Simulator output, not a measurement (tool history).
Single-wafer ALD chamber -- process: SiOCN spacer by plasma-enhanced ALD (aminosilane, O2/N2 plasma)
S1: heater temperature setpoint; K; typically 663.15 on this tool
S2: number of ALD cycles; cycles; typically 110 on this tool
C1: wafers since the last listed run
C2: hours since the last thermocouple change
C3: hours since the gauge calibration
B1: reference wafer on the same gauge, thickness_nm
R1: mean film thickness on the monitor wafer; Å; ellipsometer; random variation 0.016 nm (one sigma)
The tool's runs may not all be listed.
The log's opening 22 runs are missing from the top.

run,hour,S1,S2,C1,C2,C3,B1,R1
23,643.5,658.15,91,224,204.1,201.2,5.308,53.05
24,665.5,663.15,110,72,226.1,223.2,5.31,64.2
25,772.1,653.15,110,351,332.7,329.8,5.29,63.79
26,793,671.15,128,68,353.6,350.7,5.293,74.03
27,805.4,663.15,110,40,366,363.1,5.282,63.69
28,823,663.15,122,58,383.6,380.7,5.286,70.6
29,848.3,663.15,110,83,408.9,406,5.279,63.42
30,869.9,653.15,90,71,430.5,427.6,5.276,51.91
31,889.2,670.15,97,63,449.8,446.9,5.273,56.17

Run 32 comes next. What will it give?
32,917.3,668.15,110,92,477.9,475,?,?

Run 32 gave B1 5.268, R1 63.58 Å.
Minus the tool's unlogged condition, the same run would have read R1 64.43 Å.
